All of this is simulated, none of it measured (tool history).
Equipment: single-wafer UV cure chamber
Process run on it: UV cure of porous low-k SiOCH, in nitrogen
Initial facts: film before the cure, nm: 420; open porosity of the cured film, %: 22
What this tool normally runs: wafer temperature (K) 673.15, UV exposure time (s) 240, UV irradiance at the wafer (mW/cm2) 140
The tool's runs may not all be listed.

| run | hour | wafer temperature (K) | UV exposure time (s) | UV irradiance at the wafer (mW/cm2) | loss of film thickness in the cure (%) |
|---|---|---|---|---|---|
| 1 | 0 | 669.15 | 240 | 140 | 13.654 |
|  | 33.5 | quartz window cleaned |
| 2 | 64.1 | 669.15 | 240 | 140 | 13.508 |
| 3 | 171.8 | 669.15 | 240 | 140 | 13.471 |
| 4 | 275.6 | 673.15 | 165 | 140 | 11.466 |
| 5 | 316.9 | 673.15 | 240 | 140 | 13.104 |
| 6 | 369.8 | 673.15 | 240 | 140 | 13.098 |
| 7 | 442 | 673.15 | 240 | 140 | 13.088 |
|  | 472.3 | quartz window cleaned |
| 8 | 501.7 | 673.15 | 240 | 140 | 13.074 |
| 9 | 609.5 | 673.15 | 240 | 140 | 12.928 |
| 10 | 659.3 | 673.15 | 205 | 151 | 12.485 |
|  | 678.8 | UV bulbs replaced |
| 11 | 753 | 673.15 | 240 | 140 | 14.416 |
| 12 | 809.1 | 683.15 | 345 | 159 | 16.916 |
| 13 | 848.2 | 655.15 | 155 | 176 | 12.829 |
| 14 | 916.6 | 673.15 | 240 | 140 | 14.243 |
|  | 947.8 | quartz window cleaned |
| 15 | 976.4 | 673.15 | 130 | 114 | 10.433 |
| 16 | 1025.3 | 666.15 | 240 | 128 | 13.852 |
| 17 | 1116.3 | 673.15 | 240 | 127 | 13.823 |
| 18 | 1234.4 | 662.15 | 240 | 165 | 15.173 |
| 19 | 1289.6 | 673.15 | 240 | 140 | 14.23 |

Here are 4 independent what-if runs from the current tool condition. What would each one return?
| A | 1290 | 673.15 | 240 | 140 | ? |
| B | 1290 | 688.15 | 240 | 113 | ? |
| C | 1290 | 660.15 | 200 | 117 | ? |
| D | 1290 | 661.15 | 240 | 140 | ? |

| run | loss of film thickness in the cure (%) |
|---|---|
| A | 14.583 |
| B | 13.76 |
| C | 12.459 |
| D | 14.337 |
Take away the tool's hidden state, keep each run's random variation, and the runs would have read:
| run | loss of film thickness in the cure (%) |
|---|---|
| A | 14.861 |
| B | 14.034 |
| C | 12.726 |
| D | 14.614 |
